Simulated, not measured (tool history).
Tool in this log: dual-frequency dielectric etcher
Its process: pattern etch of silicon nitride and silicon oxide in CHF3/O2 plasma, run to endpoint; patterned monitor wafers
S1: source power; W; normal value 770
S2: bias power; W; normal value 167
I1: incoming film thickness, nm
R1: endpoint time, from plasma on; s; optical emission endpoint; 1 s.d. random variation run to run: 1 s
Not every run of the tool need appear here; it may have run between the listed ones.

run   hour   S1   S2     I1     R1
  1      0  770  152  190.2  124.2
  2   12.7  770  152  188.8  125.8
  3   26.2  770  152  189.5    124
  4   34.4  770  167  190.5  122.4
  5   44.6  770  167  187.7  119.3
  6   53.3  700  191  187.5  116.4
  7   59.7  700  191  189.1  116.7
  8   72.3  770  167  187.6  117.6
  9   78.3  770  167  190.9  120.4
 10   95.4  720  167  188.3  123.5
 11  112.7  720  167  191.2    121
 12  124.3  720  167  187.8    121
     138.6  -- bias power generator calibrated
 13  147.8  770  167    191  117.9
 14  191.8  700  167  188.5  121.1
 15  207.9  880  179  188.8  107.5
 16  217.3  770  167  187.1  116.5
 17  224.3  610  196  190.8    121
     251.3  -- source power generator calibrated
     257.8  -- wet clean of the chamber
     272.5  -- upper electrode replaced
 18    273  940  127  189.3  118.7
 19  273.3  770  167  188.7  114.4
 20  273.7  770  167  190.1  113.5
 21    275  700  188  189.8  114.6
 22  283.4  960  129    188  116.9
 23  297.6  930  167  189.4  106.6
 24    310  940  185  188.9    101
     339.1  -- wet clean of the chamber, repeated, since the last time left the tool worse
 25  339.6  770  167    187  121.1
 26    340  880  167  190.7  115.7
 27  340.3  950  197  187.8  104.8
 28  350.2  820  206  187.4  107.3
 29    368  590  150  187.9  140.7
 30  384.1  620  153  187.4    137
 31  431.5  770  167    189  119.3
 32  445.6  610  126  187.9  149.2
 33    454  880  195  188.9    108
 34  468.7  920  179  189.4  109.6

Predict each of these 5 candidate next runs independently; none follows another, all start after run 34:
  A  469.2  580  167  188.7   ?
  B  469.2  770  178  188.7   ?
  C  469.2  850  150  188.7   ?
  D  469.2  690  204  188.7   ?
  E  469.2  940  186  188.7   ?

run     R1
  A  132.9
  B  115.9
  C    120
  D    114
  E  105.3
Without the tool's unlogged condition, the same runs would have read:
run     R1
  A    135
  B  117.8
  C  121.9
  D  115.9
  E    107
